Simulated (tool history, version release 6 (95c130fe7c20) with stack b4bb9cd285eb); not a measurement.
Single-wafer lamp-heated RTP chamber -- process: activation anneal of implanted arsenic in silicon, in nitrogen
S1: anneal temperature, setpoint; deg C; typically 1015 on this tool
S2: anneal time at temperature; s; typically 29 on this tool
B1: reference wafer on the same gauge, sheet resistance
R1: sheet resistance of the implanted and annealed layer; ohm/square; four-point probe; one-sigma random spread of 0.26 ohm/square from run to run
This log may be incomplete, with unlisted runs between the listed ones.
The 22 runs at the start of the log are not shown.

run,day,S1,S2,B1,R1
23,26.621,1015,29,117.87,98.67
24,27.962,1032,43,117.9,86.73
25,28.917,1015,29,117.95,98.57
26,29.588,1026,29,117.89,94.61
27,30.804,1007,35,117.96,98.93
28,32.85,1015,23,117.93,101.86
29,34.196,1015,24,117.91,101.29
30,35.192,1033,29,117.88,91.55
31,39.462,1015,29,117.92,98.94
32,40.312,1015,29,117.83,98.57
33,41.292,989,46,117.91,102.84
34,41.996,1039,35,117.92,87.23
35,42.817,999,29,117.89,105.02
36,43.346,1035,16,117.93,99.27

Below are 5 alternative next runs, each starting from the tool's condition after run 36. Predict each:
A,43.362,1015,29,?,?
B,43.362,986,29,?,?
C,43.362,986,22,?,?
D,43.362,1023,43,?,?
E,43.362,1004,36,?,?

run,B1,R1
A,117.95,98.51
B,117.95,110.94
C,117.95,114.68
D,117.95,89.8
E,117.95,99.98
Take away the tool's hidden state, keep each run's random variation, and the runs would have read:
run,R1
A,98.51
B,110.94
C,114.68
D,89.8
E,99.98
